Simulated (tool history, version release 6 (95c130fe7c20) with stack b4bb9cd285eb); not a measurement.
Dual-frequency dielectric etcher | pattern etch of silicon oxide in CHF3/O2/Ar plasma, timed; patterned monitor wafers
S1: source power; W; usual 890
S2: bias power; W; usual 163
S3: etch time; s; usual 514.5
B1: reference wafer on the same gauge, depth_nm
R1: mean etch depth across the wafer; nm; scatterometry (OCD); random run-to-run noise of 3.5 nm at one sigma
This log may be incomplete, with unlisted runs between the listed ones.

| run | day | S1 | S2 | S3 | B1 | R1 |
|---|---|---|---|---|---|---|
| 1 | 0 | 780 | 163 | 514.5 | 1220.2 | 1059.3 |
| 2 | 1.812 | 890 | 136 | 514.5 | 1220.4 | 1027.7 |
| 3 | 9.104 | 890 | 163 | 514.5 | 1220.3 | 1107.6 |
| 4 | 11.671 | 890 | 163 | 514.5 | 1219.5 | 1117.1 |
| 5 | 13.046 | 890 | 163 | 514.5 | 1220 | 1113.8 |
| 6 | 16.496 | 890 | 163 | 514.5 | 1219.5 | 1116.2 |
| 7 | 17.317 | 940 | 163 | 514.5 | 1220 | 1138 |
| 8 | 20.054 | 940 | 163 | 514.5 | 1220.2 | 1144.4 |
| 9 | 22.321 | 670 | 125 | 448 | 1221.9 | 767.3 |
| 10 | 24.221 | 1020 | 182 | 390 | 1219.5 | 931.4 |
| 11 | 25.379 | 890 | 163 | 514.5 | 1220 | 1117.4 |
| 12 | 26.679 | 890 | 163 | 514.5 | 1219.5 | 1112.7 |
| 13 | 29.633 | 1040 | 126 | 645.5 | 1219.5 | 1319.7 |
| 14 | 31.667 | 890 | 163 | 514.5 | 1218.9 | 1114.3 |
| 15 | 33.888 | 1070 | 136 | 616 | 1220.4 | 1329.6 |
| 16 | 42.579 | 830 | 131 | 592.5 | 1218.9 | 1134.8 |
| 17 | 51.992 | 960 | 178 | 438.5 | 1219.1 | 1014 |

The log once held 8 entries between its listed runs, left out of this copy. Where does each go, and what is different about the tool's unlogged condition between the listed run before it and the listed run after it?
After run 2, before run 3: wet clean of the chamber (day 3.954)
  etch rate over this chamber's usual, %: 1.07 -> 0.481
  measured less the result without the state, R1: +10.9 -> +5.3 nm
After run 5, before run 6: bias power generator calibrated (day 16.05); upper electrode replaced (day 16.475)
  etch rate over this chamber's usual, %: 0.81 -> 1.1
  measured less the result without the state, R1: +8.9 -> +12.2 nm
After run 7, before run 8: gauge calibrated (day 17.838)
  etch rate over this chamber's usual, %: 1.17 -> 1.4
  measured less the result without the state, R1: +13.1 -> +15.7 nm
After run 8, before run 9: wet clean of the chamber (day 21.229)
  etch rate over this chamber's usual, %: 1.4 -> 0.373
  measured less the result without the state, R1: +15.7 -> +2.8 nm
After run 15, before run 16: source power generator calibrated (day 34.454); wet clean of the chamber (day 35.746)
  etch rate over this chamber's usual, %: 1.34 -> 0.474
  measured less the result without the state, R1: +17.6 -> +5.4 nm
After run 16, before run 17: wet clean of the chamber (day 51.971)
  etch rate over this chamber's usual, %: 0.474 -> -0.095
  measured less the result without the state, R1: +5.4 -> -0.9 nm
